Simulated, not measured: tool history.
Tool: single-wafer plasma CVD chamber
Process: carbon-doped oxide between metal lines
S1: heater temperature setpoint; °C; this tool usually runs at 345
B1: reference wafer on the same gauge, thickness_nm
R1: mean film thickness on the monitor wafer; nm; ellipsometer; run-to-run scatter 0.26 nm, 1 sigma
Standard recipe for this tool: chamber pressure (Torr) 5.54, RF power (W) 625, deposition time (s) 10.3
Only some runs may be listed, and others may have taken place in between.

run 1 hour=0 | S1=345 chamber_pressure_(Torr)=5.54 RF_power_(W)=590 deposition_time_(s)=10.3 | B1=64.905 | R1=56.397
run 2 hour=47.9 | S1=345 chamber_pressure_(Torr)=5.54 RF_power_(W)=550 deposition_time_(s)=10.3 | B1=64.892 | R1=54.59
run 3 hour=139.7 | S1=345 chamber_pressure_(Torr)=5.54 RF_power_(W)=550 deposition_time_(s)=10.3 | B1=64.897 | R1=54.777
-- hour=159.3 capacitance manometer re-zeroed and calibrated
run 4 hour=243.1 | S1=340 chamber_pressure_(Torr)=5.54 RF_power_(W)=655 deposition_time_(s)=10.3 | B1=64.858 | R1=59.973
run 5 hour=298.4 | S1=340 chamber_pressure_(Torr)=5.54 RF_power_(W)=655 deposition_time_(s)=10.3 | B1=64.911 | R1=60.368
run 6 hour=373.8 | S1=345 chamber_pressure_(Torr)=5.54 RF_power_(W)=625 deposition_time_(s)=10.3 | B1=64.934 | R1=57.822
run 7 hour=422.9 | S1=345 chamber_pressure_(Torr)=5.54 RF_power_(W)=625 deposition_time_(s)=10.3 | B1=64.894 | R1=57.894
run 8 hour=486.9 | S1=345 chamber_pressure_(Torr)=5.54 RF_power_(W)=625 deposition_time_(s)=10.3 | B1=64.873 | R1=58.1
run 9 hour=581.5 | S1=345 chamber_pressure_(Torr)=5.54 RF_power_(W)=625 deposition_time_(s)=10.3 | B1=64.923 | R1=57.436
run 10 hour=643.3 | S1=340 chamber_pressure_(Torr)=5.54 RF_power_(W)=655 deposition_time_(s)=10.3 | B1=64.889 | R1=60.249
-- hour=695.9 RF generator calibrated
-- hour=704.6 showerhead replaced
run 11 hour=716 | S1=345 chamber_pressure_(Torr)=6.27 RF_power_(W)=625 deposition_time_(s)=10.3 | B1=64.928 | R1=58.62
run 12 hour=782.3 | S1=345 chamber_pressure_(Torr)=4.77 RF_power_(W)=705 deposition_time_(s)=10.3 | B1=64.923 | R1=60.392
run 13 hour=845.4 | S1=345 chamber_pressure_(Torr)=6.14 RF_power_(W)=625 deposition_time_(s)=10.3 | B1=64.959 | R1=58.791
run 14 hour=918.8 | S1=345 chamber_pressure_(Torr)=5.54 RF_power_(W)=625 deposition_time_(s)=10.3 | B1=64.884 | R1=57.907
run 15 hour=992.7 | S1=332 chamber_pressure_(Torr)=6.77 RF_power_(W)=625 deposition_time_(s)=10.3 | B1=64.962 | R1=61.43
run 16 hour=1081.2 | S1=355 chamber_pressure_(Torr)=5.54 RF_power_(W)=730 deposition_time_(s)=10.3 | B1=64.922 | R1=60.652
-- hour=1102.3 thermocouple changed; heater temperature recalibrated
run 17 hour=1130.5 | S1=335 chamber_pressure_(Torr)=5.54 RF_power_(W)=710 deposition_time_(s)=10.3 | B1=64.908 | R1=63.539
run 18 hour=1169.9 | S1=345 chamber_pressure_(Torr)=4.29 RF_power_(W)=670 deposition_time_(s)=10.3 | B1=64.906 | R1=58.16
run 19 hour=1213.5 | S1=345 chamber_pressure_(Torr)=5.54 RF_power_(W)=590 deposition_time_(s)=10.3 | B1=65.003 | R1=56.015
-- hour=1287.5 gauge calibrated
run 20 hour=1306.9 | S1=350 chamber_pressure_(Torr)=4.33 RF_power_(W)=695 deposition_time_(s)=11.7 | B1=64.911 | R1=66.767
run 21 hour=1365.1 | S1=353 chamber_pressure_(Torr)=5.54 RF_power_(W)=625 deposition_time_(s)=10.3 | B1=64.896 | R1=56.45
run 22 hour=1426.2 | S1=345 chamber_pressure_(Torr)=5.54 RF_power_(W)=625 deposition_time_(s)=10.3 | B1=64.901 | R1=57.831
run 23 hour=1530 | S1=345 chamber_pressure_(Torr)=5.54 RF_power_(W)=625 deposition_time_(s)=10.3 | B1=64.894 | R1=58.248
run 24 hour=1626.2 | S1=345 chamber_pressure_(Torr)=5.54 RF_power_(W)=625 deposition_time_(s)=10.3 | B1=64.915 | R1=57.807
run 25 hour=1723.2 | S1=345 chamber_pressure_(Torr)=5.54 RF_power_(W)=700 deposition_time_(s)=11.4 | B1=64.844 | R1=67.151
run 26 hour=1761.3 | S1=331 chamber_pressure_(Torr)=4.49 RF_power_(W)=625 deposition_time_(s)=11.8 | B1=64.966 | R1=67.704
run 27 hour=1869.2 | S1=335 chamber_pressure_(Torr)=5.54 RF_power_(W)=710 deposition_time_(s)=10.3 | B1=64.948 | R1=63.384
-- hour=1960.7 RF generator calibrated
run 28 hour=1961.2 | S1=345 chamber_pressure_(Torr)=5.54 RF_power_(W)=625 deposition_time_(s)=10.3 | B1=64.9 | R1=57.562

What if the next run were any one of these 4? Each begins from the tool's condition after run 28:
run A hour=1961.6 | S1=345 chamber_pressure_(Torr)=5.54 RF_power_(W)=625 deposition_time_(s)=10.3 | B1=? | R1=?
run B hour=1961.6 | S1=357 chamber_pressure_(Torr)=5.9 RF_power_(W)=565 deposition_time_(s)=11.1 | B1=? | R1=?
run C hour=1961.6 | S1=345 chamber_pressure_(Torr)=4.54 RF_power_(W)=590 deposition_time_(s)=11.5 | B1=? | R1=?
run D hour=1961.6 | S1=338 chamber_pressure_(Torr)=5.54 RF_power_(W)=625 deposition_time_(s)=12.3 | B1=? | R1=?

run=A B1=64.825 R1=58.146
run=B B1=64.825 R1=58.186
run=C B1=64.825 R1=61.795
run=D B1=64.825 R1=70.626
With the hidden condition removed and each run's random variation left untouched, the same runs would have given:
run=A R1=58.146
run=B R1=58.186
run=C R1=61.795
run=D R1=70.626
